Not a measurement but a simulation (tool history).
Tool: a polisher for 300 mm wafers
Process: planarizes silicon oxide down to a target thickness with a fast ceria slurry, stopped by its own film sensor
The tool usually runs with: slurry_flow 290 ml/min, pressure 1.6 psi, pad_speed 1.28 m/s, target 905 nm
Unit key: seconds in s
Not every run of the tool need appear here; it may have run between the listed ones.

| run | hour | slurry_flow | pressure | pad_speed | target | incoming thickness of the incoming film, nm | seconds |
|---|---|---|---|---|---|---|---|
| 1 | 0.0 | 290 | 1.6 | 1.46 | 905 | 1733.5 | 67.6 |
| 2 | 12.0 | 290 | 1.6 | 1.46 | 905 | 1762.4 | 69.8 |
| 3 | 25.7 | 290 | 1.6 | 1.46 | 905 | 1732.1 | 63.5 |
| 4 | 35.1 | 290 | 1.6 | 1.28 | 905 | 1760.6 | 79.0 |
| 5 | 60.8 | 290 | 1.6 | 1.28 | 905 | 1764.1 | 78.5 |
| 6 | 67.1 | 290 | 1.6 | 1.28 | 905 | 1712.2 | 75.5 |
|  | 81.5 | worn pad replaced by a new one |
| 7 | 82.0 | 290 | 1.6 | 1.28 | 964 | 1722.3 | 70.6 |
| 8 | 88.3 | 290 | 1.6 | 1.28 | 964 | 1749.4 | 75.3 |
| 9 | 98.9 | 290 | 1.5 | 1.28 | 905 | 1760.1 | 79.8 |
| 10 | 111.0 | 290 | 1.5 | 1.28 | 905 | 1752.8 | 80.6 |
| 11 | 121.7 | 290 | 1.4 | 1.00 | 905 | 1759.2 | 110.3 |
| 12 | 154.2 | 290 | 1.4 | 1.00 | 905 | 1743.9 | 108.4 |
| 13 | 165.5 | 290 | 1.4 | 1.00 | 905 | 1736.2 | 103.9 |
|  | 166.6 | slurry nozzle cleaned |
| 14 | 178.1 | 290 | 1.6 | 1.28 | 905 | 1739.5 | 77.4 |
| 15 | 193.9 | 290 | 1.6 | 1.28 | 905 | 1762.2 | 77.0 |
| 16 | 200.2 | 290 | 1.6 | 1.28 | 905 | 1756.9 | 79.8 |
| 17 | 212.7 | 290 | 1.6 | 1.28 | 905 | 1731.9 | 74.4 |
| 18 | 221.9 | 290 | 1.6 | 1.28 | 905 | 1755.9 | 77.7 |
| 19 | 237.9 | 290 | 1.6 | 1.28 | 905 | 1743.2 | 76.7 |
|  | 252.1 | worn pad replaced by a new one |
| 20 | 252.6 | 200 | 1.6 | 1.28 | 905 | 1720.2 | 80.2 |
| 21 | 261.6 | 220 | 2.1 | 1.02 | 654 | 1751.6 | 107.2 |
|  | 275.5 | head pressure recalibrated |
| 22 | 277.7 | 195 | 1.6 | 1.28 | 1116 | 1756.6 | 61.7 |
| 23 | 302.9 | 290 | 1.6 | 1.28 | 905 | 1735.2 | 73.5 |
| 24 | 313.2 | 220 | 2.1 | 1.02 | 654 | 1728.0 | 106.6 |
| 25 | 320.3 | 290 | 1.8 | 1.40 | 905 | 1728.3 | 65.4 |
| 26 | 338.0 | 215 | 1.6 | 1.64 | 754 | 1740.9 | 73.2 |
| 27 | 345.2 | 290 | 1.6 | 1.28 | 905 | 1722.7 | 73.6 |
| 28 | 355.3 | 220 | 2.1 | 1.02 | 654 | 1752.9 | 110.4 |
| 29 | 369.6 | 290 | 1.6 | 1.28 | 905 | 1742.4 | 77.0 |
| 30 | 382.3 | 245 | 1.6 | 1.08 | 905 | 1748.0 | 94.6 |
| 31 | 391.7 | 290 | 1.6 | 1.28 | 905 | 1716.3 | 74.4 |
| 32 | 402.8 | 385 | 1.3 | 1.60 | 905 | 1721.6 | 67.9 |
| 33 | 409.8 | 290 | 1.2 | 1.52 | 623 | 1770.5 | 101.8 |
| 34 | 418.4 | 200 | 2.2 | 1.28 | 1163 | 1714.1 | 43.6 |
| 35 | 428.1 | 290 | 2.0 | 1.54 | 617 | 1707.2 | 72.1 |
|  | 433.8 | worn pad replaced by a new one |
| 36 | 437.8 | 290 | 1.6 | 1.28 | 905 | 1714.5 | 72.6 |
| 37 | 453.1 | 290 | 1.6 | 1.28 | 905 | 1737.6 | 75.7 |
| 38 | 462.2 | 355 | 1.6 | 1.28 | 753 | 1748.5 | 91.3 |

3 options for the next run, each taken on its own from the tool as it stands now. Forecast them:
| A | 462.6 | 290 | 1.6 | 1.28 | 905 | 1724.2 | ? |
| B | 462.6 | 290 | 1.6 | 0.88 | 905 | 1724.2 | ? |
| C | 462.6 | 340 | 1.1 | 1.64 | 1013 | 1724.2 | ? |

| run | seconds |
|---|---|
| A | 74.5 |
| B | 108.4 |
| C | 61.4 |
Without the tool's unlogged condition, the same runs would have read:
| run | seconds |
|---|---|
| A | 74.5 |
| B | 108.4 |
| C | 61.4 |

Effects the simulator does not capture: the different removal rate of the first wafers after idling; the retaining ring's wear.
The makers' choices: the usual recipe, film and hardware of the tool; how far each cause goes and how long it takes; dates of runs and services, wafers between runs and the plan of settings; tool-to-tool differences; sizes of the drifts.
